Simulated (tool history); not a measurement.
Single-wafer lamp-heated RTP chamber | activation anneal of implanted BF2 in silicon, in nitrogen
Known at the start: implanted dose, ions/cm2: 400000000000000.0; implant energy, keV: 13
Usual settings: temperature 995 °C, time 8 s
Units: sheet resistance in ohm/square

run     day  temperature  time  read-back reference wafer on the same gauge, sheet resistance  sheet resistance
  1       0          995     8                                                          277.2             308.2
  2   2.492          995     8                                                         277.22             306.2
  3  12.088          995    10                                                         277.02            299.57
  4  15.275          995    10                                                         276.83            297.89
  5  17.396          995    10                                                         277.08            300.48
     18.846  -- gauge calibrated
  6  21.538          995     8                                                         276.91            299.38
  7    24.6         1013     8                                                         277.07            289.68
     27.167  -- reflector plate cleaned
  8  28.825          995     8                                                         277.34            300.94
  9  30.642          982    12                                                         276.62            301.12
     32.508  -- pyrometer window cleaned and pyrometer calibrated
 10  32.583         1024     8                                                         277.26            290.23
 11  34.488          995     8                                                         276.67            307.11
 12  36.225          995     8                                                         276.93            305.79
 13  39.033         1010    10                                                         276.83            293.42
 14   41.05         1004    10                                                         276.59            294.41
 15  42.621         1011    12                                                         276.73            289.59
 16  45.067          987     4                                                         276.97            320.74

Measured less the same run without the tool's hidden state. The same run-to-run variation is in both; the gauge's scatter may not be:
The hidden state here: true wafer temperature minus pyrometer reading, K; wafer temperature error from the tarnished reflector plate, K; gauge reads high (%).
run  sheet resistance
  1              -0.7
  2             -1.54
  3             -4.29
  4             -5.13
  5             -5.73
  6             -7.09
  7             -4.95
  8             -8.99
  9            -13.68
 10             -0.29
 11             -1.22
 12              -1.8
 13             -1.58
 14              -2.3
 15             -2.07
 16             -5.99
